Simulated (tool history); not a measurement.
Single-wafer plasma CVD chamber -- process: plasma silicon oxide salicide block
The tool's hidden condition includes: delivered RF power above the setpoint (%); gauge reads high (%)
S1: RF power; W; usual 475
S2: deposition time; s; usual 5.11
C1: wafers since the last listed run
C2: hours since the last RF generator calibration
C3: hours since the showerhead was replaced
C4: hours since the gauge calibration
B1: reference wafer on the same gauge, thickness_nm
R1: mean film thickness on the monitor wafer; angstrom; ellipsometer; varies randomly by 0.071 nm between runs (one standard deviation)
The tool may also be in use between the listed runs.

| run | hour | S1 | S2 | C1 | C2 | C3 | C4 | B1 | R1 |
|---|---|---|---|---|---|---|---|---|---|
| 1 | 0 | 475 | 5.65 | 0 | 1324.9 | 5585.7 | 258.1 | 52.984 | 525.93 |
| 2 | 33.3 | 475 | 5.65 | 998 | 1358.2 | 5619 | 291.4 | 52.986 | 526.45 |
| 3 | 62.3 | 475 | 5.65 | 869 | 1387.2 | 5648 | 320.4 | 52.993 | 525.3 |
| 4 | 95.3 | 475 | 5.11 | 989 | 1420.2 | 5681 | 353.4 | 52.997 | 475.36 |
| 5 | 113.2 | 475 | 5.11 | 536 | 1438.1 | 5698.9 | 371.3 | 52.997 | 475.59 |
| 6 | 127 | 475 | 5.11 | 413 | 1451.9 | 5712.7 | 385.1 | 53.01 | 474.82 |
|  | 158.6 | showerhead replaced |
| 7 | 159.1 | 475 | 5.11 | 722 | 1484 | 0.5 | 417.2 | 52.985 | 475.68 |
| 8 | 189.3 | 530 | 5.11 | 905 | 1514.2 | 30.7 | 447.4 | 53.01 | 483.82 |
| 9 | 204.3 | 530 | 5.11 | 449 | 1529.2 | 45.7 | 462.4 | 53.002 | 482.39 |
| 10 | 224.9 | 530 | 5.11 | 617 | 1549.8 | 66.3 | 483 | 53.001 | 484.31 |
| 11 | 248.4 | 475 | 5.11 | 704 | 1573.3 | 89.8 | 506.5 | 53.006 | 475.02 |
|  | 260.6 | gauge calibrated |
| 12 | 275.3 | 475 | 5.65 | 806 | 1600.2 | 116.7 | 14.7 | 52.998 | 526.41 |
| 13 | 304.4 | 475 | 5.11 | 872 | 1629.3 | 145.8 | 43.8 | 53.007 | 475.97 |
| 14 | 329.2 | 390 | 5.53 | 743 | 1654.1 | 170.6 | 68.6 | 53.004 | 501.93 |
| 15 | 356.2 | 500 | 5.58 | 809 | 1681.1 | 197.6 | 95.6 | 52.995 | 522.56 |
| 16 | 379.8 | 475 | 5.11 | 707 | 1704.7 | 221.2 | 119.2 | 52.991 | 474.67 |
|  | 408.2 | RF generator calibrated |
| 17 | 408.7 | 550 | 4.79 | 626 | 0.5 | 250.1 | 148.1 | 53.005 | 455.5 |
| 18 | 433.2 | 450 | 5.11 | 734 | 25 | 274.6 | 172.6 | 52.997 | 470.44 |
| 19 | 446.8 | 475 | 4.19 | 407 | 38.6 | 288.2 | 186.2 | 53 | 389.39 |
| 20 | 479 | 540 | 5.11 | 965 | 70.8 | 320.4 | 218.4 | 53.01 | 484.81 |
| 21 | 499.4 | 550 | 5.11 | 611 | 91.2 | 340.8 | 238.8 | 52.998 | 485.04 |
| 22 | 519 | 475 | 5.11 | 587 | 110.8 | 360.4 | 258.4 | 52.997 | 475.14 |

4 options for the next run, each taken on its own from the tool as it stands now. Forecast them:
| A | 519.4 | 475 | 5.41 | 11 | 111.2 | 360.8 | 258.8 | ? | ? |
| B | 519.4 | 515 | 4.76 | 11 | 111.2 | 360.8 | 258.8 | ? | ? |
| C | 519.4 | 510 | 5.97 | 11 | 111.2 | 360.8 | 258.8 | ? | ? |
| D | 519.4 | 475 | 4.74 | 11 | 111.2 | 360.8 | 258.8 | ? | ? |

| run | B1 | R1 |
|---|---|---|
| A | 52.993 | 502.89 |
| B | 52.993 | 447.97 |
| C | 52.993 | 561 |
| D | 52.993 | 440.61 |
Stripped of hidden state, with their random variation kept, the same runs would have yielded:
| run | R1 |
|---|---|
| A | 502.89 |
| B | 447.97 |
| C | 561 |
| D | 440.61 |

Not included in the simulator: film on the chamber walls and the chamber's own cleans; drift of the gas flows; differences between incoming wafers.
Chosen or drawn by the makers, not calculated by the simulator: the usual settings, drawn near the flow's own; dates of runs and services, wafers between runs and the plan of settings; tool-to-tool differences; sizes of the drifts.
